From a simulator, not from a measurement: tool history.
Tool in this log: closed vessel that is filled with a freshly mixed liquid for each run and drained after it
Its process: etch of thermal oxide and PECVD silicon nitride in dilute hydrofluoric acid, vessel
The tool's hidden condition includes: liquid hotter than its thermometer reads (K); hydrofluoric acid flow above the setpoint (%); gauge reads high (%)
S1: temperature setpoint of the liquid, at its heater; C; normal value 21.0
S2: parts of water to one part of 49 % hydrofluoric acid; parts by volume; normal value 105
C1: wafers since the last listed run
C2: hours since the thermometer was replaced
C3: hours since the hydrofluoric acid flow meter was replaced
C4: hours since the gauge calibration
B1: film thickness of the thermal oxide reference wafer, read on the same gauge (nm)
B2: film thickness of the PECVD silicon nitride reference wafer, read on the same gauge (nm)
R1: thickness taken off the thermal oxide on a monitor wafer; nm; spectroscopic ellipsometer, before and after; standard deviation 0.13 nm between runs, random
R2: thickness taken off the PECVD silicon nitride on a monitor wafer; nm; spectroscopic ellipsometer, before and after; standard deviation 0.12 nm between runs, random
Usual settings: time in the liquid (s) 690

{"run": 1, "hour": 0.0, "S1": 21.0, "S2": 105, "time in the liquid (s)": 690, "C1": 0, "C2": 2591.3, "C3": 952.1, "C4": 62.4, "B1": 139.98, "B2": 90.0, "R1": 28.6, "R2": 17.22}
{"run": 2, "hour": 9.2, "S1": 21.0, "S2": 105, "time in the liquid (s)": 690, "C1": 413, "C2": 2600.5, "C3": 961.3, "C4": 71.6, "B1": 140.01, "B2": 90.0, "R1": 28.39, "R2": 17.38}
{"run": 3, "hour": 17.7, "S1": 19.0, "S2": 105, "time in the liquid (s)": 690, "C1": 381, "C2": 2609.0, "C3": 969.8, "C4": 80.1, "B1": 140.0, "B2": 90.0, "R1": 26.39, "R2": 15.25}
{"run": 4, "hour": 31.3, "S1": 19.0, "S2": 105, "time in the liquid (s)": 690, "C1": 610, "C2": 2622.6, "C3": 983.4, "C4": 93.7, "B1": 140.0, "B2": 90.0, "R1": 26.45, "R2": 15.04}
{"run": 5, "hour": 37.5, "S1": 19.0, "S2": 105, "time in the liquid (s)": 690, "C1": 278, "C2": 2628.8, "C3": 989.6, "C4": 99.9, "B1": 140.0, "B2": 90.0, "R1": 26.33, "R2": 15.03}
{"run": 6, "hour": 45.9, "S1": 21.0, "S2": 105, "time in the liquid (s)": 690, "C1": 377, "C2": 2637.2, "C3": 998.0, "C4": 108.3, "B1": 140.0, "B2": 90.0, "R1": 28.6, "R2": 17.5}
{"run": 7, "hour": 62.4, "S1": 21.0, "S2": 105, "time in the liquid (s)": 690, "C1": 741, "C2": 2653.7, "C3": 1014.5, "C4": 124.8, "B1": 140.04, "B2": 89.98, "R1": 28.62, "R2": 17.71}
{"hour": 70.0, "done": "thermometer replaced"}
{"run": 8, "hour": 70.8, "S1": 21.0, "S2": 105, "time in the liquid (s)": 690, "C1": 332, "C2": 0.8, "C3": 1022.9, "C4": 133.2, "B1": 139.97, "B2": 90.01, "R1": 28.63, "R2": 17.43}
{"hour": 78.4, "done": "gauge calibrated"}
{"run": 9, "hour": 85.1, "S1": 21.0, "S2": 105, "time in the liquid (s)": 690, "C1": 642, "C2": 15.1, "C3": 1037.2, "C4": 6.7, "B1": 139.96, "B2": 90.0, "R1": 28.66, "R2": 17.67}
{"run": 10, "hour": 97.0, "S1": 21.0, "S2": 105, "time in the liquid (s)": 690, "C1": 534, "C2": 27.0, "C3": 1049.1, "C4": 18.6, "B1": 140.02, "B2": 89.98, "R1": 28.83, "R2": 17.27}
{"run": 11, "hour": 105.6, "S1": 23.5, "S2": 145, "time in the liquid (s)": 690, "C1": 386, "C2": 35.6, "C3": 1057.7, "C4": 27.2, "B1": 140.0, "B2": 90.02, "R1": 22.32, "R2": 14.96}
{"run": 12, "hour": 111.6, "S1": 21.0, "S2": 85, "time in the liquid (s)": 690, "C1": 269, "C2": 41.6, "C3": 1063.7, "C4": 33.2, "B1": 139.96, "B2": 90.0, "R1": 36.29, "R2": 21.42}

Expected results for the next run?
{"run": 13, "hour": 125.7, "S1": 19.0, "S2": 105, "time in the liquid (s)": 690, "C1": 633, "C2": 55.7, "C3": 1077.8, "C4": 47.3, "B1": "?", "B2": "?", "R1": "?", "R2": "?"}

Run 13 measured B1 140.01, B2 90.01, R1 26.73 nm, R2 15.28 nm.
With the hidden condition absent and the run-to-run variation left alone, this run would have shown R1 23.31 nm, R2 13.54 nm.

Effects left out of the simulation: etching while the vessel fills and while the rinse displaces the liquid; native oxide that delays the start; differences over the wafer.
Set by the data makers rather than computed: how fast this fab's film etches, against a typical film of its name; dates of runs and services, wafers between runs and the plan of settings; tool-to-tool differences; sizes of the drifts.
